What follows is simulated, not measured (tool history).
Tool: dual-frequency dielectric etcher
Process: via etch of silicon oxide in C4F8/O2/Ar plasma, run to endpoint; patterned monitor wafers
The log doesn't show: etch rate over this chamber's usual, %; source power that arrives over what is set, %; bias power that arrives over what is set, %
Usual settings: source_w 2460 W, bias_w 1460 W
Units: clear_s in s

run   hour  source_w  bias_w  wafers since the last listed run  hours since the last wet clean  hours since the last source power generator calibration  hours since the last bias power generator calibration  hours since the last upper electrode change  incoming incoming film thickness, nm  clear_s
  1      0      2460    1460                                 0                           212.7                                                   2623.8                                                 4019.7                                       2741.7                                 989.3    195.8
  2   17.5      2460    1460                                63                           230.2                                                   2641.3                                                 4037.2                                       2759.2                                 988.1    198.3
  3   42.8      2460    1460                                92                           255.5                                                   2666.6                                                 4062.5                                       2784.5                                 998.5    199.1
  4   55.8      2460    1460                                47                           268.5                                                   2679.6                                                 4075.5                                       2797.5                                 998.1    201.2
  5   85.2      2460    1460                               107                           297.9                                                     2709                                                 4104.9                                       2826.9                                1001.6    202.4
  6  108.8      2460    1460                                85                           321.5                                                   2732.6                                                 4128.5                                       2850.5                                 991.5    199.9
  7  131.6      2460    1460                                82                           344.3                                                   2755.4                                                 4151.3                                       2873.3                                 998.4    201.5
  8  163.7      2250    1460                               116                           376.4                                                   2787.5                                                 4183.4                                       2905.4                                 994.5    209.5
     175.8  -- bias power generator calibrated
  9  197.4      2250    1460                               108                           410.1                                                   2821.2                                                   21.6                                       2939.1                                 997.1    212.2
 10  228.3      2460    1333                               112                             441                                                   2852.1                                                   52.5                                         2970                                 996.5    208.4
 11  247.7      2460    1333                                70                           460.4                                                   2871.5                                                   71.9                                       2989.4                                 997.9    207.2
 12  267.7      2460    1460                                72                           480.4                                                   2891.5                                                   91.9                                       3009.4                                 991.2      201
 13    284      2170    1133                                59                           496.7                                                   2907.8                                                  108.2                                       3025.7                                1005.9    235.5
 14  303.9      2460    1460                                72                           516.6                                                   2927.7                                                  128.1                                       3045.6                                 996.1    203.2
 15    318      1880    1460                                51                           530.7                                                   2941.8                                                  142.2                                       3059.7                                 996.2    231.6
     351.3  -- source power generator calibrated
     373.1  -- wet clean of the chamber
     376.5  -- upper electrode replaced
 16    377      2920    1771                               108                             3.9                                                     25.7                                                  201.2                                          0.5                                 986.4    167.3
 17  386.4      1940    1638                                34                            13.3                                                     35.1                                                  210.6                                          9.9                                 994.7    207.6
 18  406.6      2460    1132                                73                            33.5                                                     55.3                                                  230.8                                         30.1                                   998    208.2
 19  420.5      2460    1353                                50                            47.4                                                     69.2                                                  244.7                                           44                                 977.3    191.7
 20  445.2      2270    1279                                89                            72.1                                                     93.9                                                  269.4                                         68.7                                 996.9    208.1
 21  474.9      2460    1293                               108                           101.8                                                    123.6                                                  299.1                                         98.4                                1001.5    199.8
 22  499.9      2820    1231                                90                           126.8                                                    148.6                                                  324.1                                        123.4                                1005.7    195.9

5 ways to go on from here, each from the tool as it stands after run 22. What would each give?
  A  500.4      1920    1460                                 1                           127.3                                                    149.1                                                  324.6                                        123.9                                 985.9        ?
  B  500.4      2460    1749                                 1                           127.3                                                    149.1                                                  324.6                                        123.9                                 985.9        ?
  C  500.4      2900    1706                                 1                           127.3                                                    149.1                                                  324.6                                        123.9                                 985.9        ?
  D  500.4      2260    1161                                 1                           127.3                                                    149.1                                                  324.6                                        123.9                                 985.9        ?
  E  500.4      2680    1771                                 1                           127.3                                                    149.1                                                  324.6                                        123.9                                 985.9        ?

run  clear_s
  A    218.9
  B    184.9
  C    172.7
  D    215.9
  E    177.1
Without the tool's hidden state the same runs would have given:
run  clear_s
  A    216.3
  B    182.7
  C    170.7
  D    213.4
  E      175
